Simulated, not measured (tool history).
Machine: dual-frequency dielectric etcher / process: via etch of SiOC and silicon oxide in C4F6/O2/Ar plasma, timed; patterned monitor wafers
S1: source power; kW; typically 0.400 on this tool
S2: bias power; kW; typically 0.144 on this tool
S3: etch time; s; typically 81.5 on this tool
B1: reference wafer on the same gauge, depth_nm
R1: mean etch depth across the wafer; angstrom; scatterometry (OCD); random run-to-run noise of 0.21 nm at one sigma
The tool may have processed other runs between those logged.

run,hour,S1,S2,S3,B1,R1
1,0.0,0.400,0.153,81.5,103.4,970
2,11.6,0.400,0.153,81.5,103.3,975
3,23.9,0.400,0.167,81.5,103.3,990
4,37.6,0.400,0.167,81.5,103.3,995
5,49.0,0.400,0.167,81.5,103.3,997
6,58.7,0.400,0.144,70.0,103.5,826
7,65.5,0.400,0.144,70.0,103.4,827
8,79.4,0.400,0.144,81.5,103.4,964
9,87.5,0.450,0.166,81.5,103.5,1039
10,94.9,0.450,0.166,81.5,103.4,1039
11,109.5,0.450,0.144,81.5,103.4,1010
12,122.6,0.450,0.144,81.5,103.4,1013
# hour 138.3: bias power generator calibrated
13,138.8,0.400,0.162,81.5,103.4,995
14,145.7,0.400,0.162,81.5,103.5,997
15,165.9,0.400,0.167,81.5,103.3,1001
16,172.2,0.400,0.109,81.5,103.4,918
17,182.3,0.430,0.132,101.5,103.4,1224
# hour 188.1: source power generator calibrated
# hour 197.1: gauge calibrated
# hour 211.6: upper electrode replaced
# hour 229.0: wet clean of the chamber
18,229.5,0.480,0.161,81.5,103.3,1024
19,229.9,0.320,0.163,90.5,103.4,979
20,230.2,0.440,0.144,81.5,103.4,965
21,235.9,0.460,0.144,72.5,103.4,877
22,248.0,0.440,0.180,63.0,103.4,787
23,259.7,0.400,0.144,81.5,103.4,933
24,276.1,0.400,0.121,81.5,103.4,902
25,290.8,0.400,0.144,81.5,103.4,937
26,300.9,0.450,0.128,81.5,103.3,954
27,336.6,0.450,0.170,81.5,103.4,1018
28,342.9,0.400,0.144,93.0,103.5,1072
29,354.6,0.470,0.144,81.5,103.5,998

Branching from run 29: 3 alternative next runs. What would each branch give?
A,355.0,0.400,0.144,81.5,?,?
B,355.0,0.490,0.164,69.0,?,?
C,355.0,0.320,0.144,81.5,?,?

run,B1,R1
A,103.4,941
B,103.4,884
C,103.4,866
With no hidden state in the tool, these same runs would have given:
run,R1
A,932
B,875
C,858

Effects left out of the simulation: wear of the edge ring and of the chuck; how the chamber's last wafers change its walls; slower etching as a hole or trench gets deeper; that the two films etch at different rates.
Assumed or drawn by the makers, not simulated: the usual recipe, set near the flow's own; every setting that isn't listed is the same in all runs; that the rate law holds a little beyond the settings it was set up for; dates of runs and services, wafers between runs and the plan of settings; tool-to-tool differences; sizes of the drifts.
